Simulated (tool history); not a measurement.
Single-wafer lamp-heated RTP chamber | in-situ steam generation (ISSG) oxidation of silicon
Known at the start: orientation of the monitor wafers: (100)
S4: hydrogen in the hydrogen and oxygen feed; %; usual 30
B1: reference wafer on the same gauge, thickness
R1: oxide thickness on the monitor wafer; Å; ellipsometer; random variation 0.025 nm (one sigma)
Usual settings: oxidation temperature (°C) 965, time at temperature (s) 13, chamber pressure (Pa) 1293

{"run": 1, "hour": 0.0, "oxidation temperature (°C)": 965, "time at temperature (s)": 13, "chamber pressure (Pa)": 1293, "S4": 32, "B1": 3.912, "R1": 47.07}
{"run": 2, "hour": 77.5, "oxidation temperature (°C)": 965, "time at temperature (s)": 13, "chamber pressure (Pa)": 1293, "S4": 32, "B1": 3.91, "R1": 46.73}
{"run": 3, "hour": 130.1, "oxidation temperature (°C)": 965, "time at temperature (s)": 13, "chamber pressure (Pa)": 1293, "S4": 23, "B1": 3.909, "R1": 43.34}
{"run": 4, "hour": 221.6, "oxidation temperature (°C)": 965, "time at temperature (s)": 13, "chamber pressure (Pa)": 1293, "S4": 23, "B1": 3.903, "R1": 43.59}
{"run": 5, "hour": 297.9, "oxidation temperature (°C)": 965, "time at temperature (s)": 13, "chamber pressure (Pa)": 1293, "S4": 23, "B1": 3.911, "R1": 43.11}
{"run": 6, "hour": 400.6, "oxidation temperature (°C)": 978, "time at temperature (s)": 13, "chamber pressure (Pa)": 1293, "S4": 30, "B1": 3.908, "R1": 47.62}
{"run": 7, "hour": 482.9, "oxidation temperature (°C)": 978, "time at temperature (s)": 13, "chamber pressure (Pa)": 1293, "S4": 30, "B1": 3.909, "R1": 48.03}
{"run": 8, "hour": 527.1, "oxidation temperature (°C)": 965, "time at temperature (s)": 13, "chamber pressure (Pa)": 1293, "S4": 30, "B1": 3.908, "R1": 46.58}
{"run": 9, "hour": 602.4, "oxidation temperature (°C)": 965, "time at temperature (s)": 13, "chamber pressure (Pa)": 1293, "S4": 30, "B1": 3.91, "R1": 46.31}
{"run": 10, "hour": 692.9, "oxidation temperature (°C)": 965, "time at temperature (s)": 13, "chamber pressure (Pa)": 1293, "S4": 30, "B1": 3.907, "R1": 46.55}
{"run": 11, "hour": 760.8, "oxidation temperature (°C)": 965, "time at temperature (s)": 13, "chamber pressure (Pa)": 1293, "S4": 30, "B1": 3.912, "R1": 46.51}
{"run": 12, "hour": 802.5, "oxidation temperature (°C)": 954, "time at temperature (s)": 9, "chamber pressure (Pa)": 1360, "S4": 26, "B1": 3.911, "R1": 37.61}
{"run": 13, "hour": 886.6, "oxidation temperature (°C)": 965, "time at temperature (s)": 13, "chamber pressure (Pa)": 1293, "S4": 30, "B1": 3.907, "R1": 46.21}
{"run": 14, "hour": 976.1, "oxidation temperature (°C)": 965, "time at temperature (s)": 15, "chamber pressure (Pa)": 1293, "S4": 30, "B1": 3.909, "R1": 48.79}
{"run": 15, "hour": 1033.5, "oxidation temperature (°C)": 978, "time at temperature (s)": 13, "chamber pressure (Pa)": 1293, "S4": 27, "B1": 3.903, "R1": 46.42}
{"run": 16, "hour": 1101.1, "oxidation temperature (°C)": 965, "time at temperature (s)": 13, "chamber pressure (Pa)": 1293, "S4": 30, "B1": 3.91, "R1": 46.5}
{"run": 17, "hour": 1201.0, "oxidation temperature (°C)": 978, "time at temperature (s)": 13, "chamber pressure (Pa)": 1293, "S4": 30, "B1": 3.913, "R1": 48.22}
{"run": 18, "hour": 1300.4, "oxidation temperature (°C)": 975, "time at temperature (s)": 11, "chamber pressure (Pa)": 1360, "S4": 32, "B1": 3.908, "R1": 44.85}
{"run": 19, "hour": 1382.6, "oxidation temperature (°C)": 984, "time at temperature (s)": 17, "chamber pressure (Pa)": 1347, "S4": 32, "B1": 3.91, "R1": 54.46}
{"run": 20, "hour": 1453.9, "oxidation temperature (°C)": 960, "time at temperature (s)": 17, "chamber pressure (Pa)": 1293, "S4": 30, "B1": 3.906, "R1": 50.37}
{"run": 21, "hour": 1541.2, "oxidation temperature (°C)": 965, "time at temperature (s)": 13, "chamber pressure (Pa)": 1293, "S4": 30, "B1": 3.908, "R1": 46.51}
{"run": 22, "hour": 1639.3, "oxidation temperature (°C)": 956, "time at temperature (s)": 9, "chamber pressure (Pa)": 1347, "S4": 20, "B1": 3.91, "R1": 35.28}
{"run": 23, "hour": 1749.3, "oxidation temperature (°C)": 950, "time at temperature (s)": 18, "chamber pressure (Pa)": 1347, "S4": 32, "B1": 3.907, "R1": 50.32}
{"run": 24, "hour": 1838.3, "oxidation temperature (°C)": 965, "time at temperature (s)": 13, "chamber pressure (Pa)": 1360, "S4": 30, "B1": 3.907, "R1": 45.21}
{"run": 25, "hour": 1895.1, "oxidation temperature (°C)": 965, "time at temperature (s)": 13, "chamber pressure (Pa)": 1293, "S4": 30, "B1": 3.908, "R1": 46.7}
{"run": 26, "hour": 1946.7, "oxidation temperature (°C)": 983, "time at temperature (s)": 10, "chamber pressure (Pa)": 1293, "S4": 30, "B1": 3.909, "R1": 43.92}
{"run": 27, "hour": 1988.1, "oxidation temperature (°C)": 984, "time at temperature (s)": 13, "chamber pressure (Pa)": 1293, "S4": 30, "B1": 3.91, "R1": 49.13}
{"run": 28, "hour": 2048.8, "oxidation temperature (°C)": 977, "time at temperature (s)": 16, "chamber pressure (Pa)": 1293, "S4": 32, "B1": 3.908, "R1": 52.75}
{"run": 29, "hour": 2097.9, "oxidation temperature (°C)": 976, "time at temperature (s)": 9, "chamber pressure (Pa)": 1187, "S4": 25, "B1": 3.912, "R1": 39.92}
{"run": 30, "hour": 2202.9, "oxidation temperature (°C)": 965, "time at temperature (s)": 13, "chamber pressure (Pa)": 1293, "S4": 32, "B1": 3.907, "R1": 47.18}
{"run": 31, "hour": 2258.7, "oxidation temperature (°C)": 979, "time at temperature (s)": 9, "chamber pressure (Pa)": 1347, "S4": 24, "B1": 3.905, "R1": 38.55}
{"run": 32, "hour": 2352.8, "oxidation temperature (°C)": 960, "time at temperature (s)": 13, "chamber pressure (Pa)": 1293, "S4": 30, "B1": 3.91, "R1": 45.75}

Not shown: 7 entries that the log had between the listed runs. Between which runs, and how does the tool's hidden state differ before and after?
Between runs 2 and 3: gauge calibrated (hour 119.2)
  no hidden state differs between the two runs
Between runs 5 and 6: hydrogen flow controller replaced (hour 323.4); pyrometer window cleaned and pyrometer calibrated (hour 325.6)
  no hidden state differs between the two runs
Between runs 8 and 9: pressure gauge zeroed (hour 547.7)
  no hidden state differs between the two runs
Between runs 14 and 15: pyrometer window cleaned and pyrometer calibrated (hour 1033.0)
  no hidden state differs between the two runs
Between runs 22 and 23: pyrometer window cleaned and pyrometer calibrated (hour 1748.8)
  no hidden state differs between the two runs
Between runs 31 and 32: gauge calibrated (hour 2310.5)
  no hidden state differs between the two runs
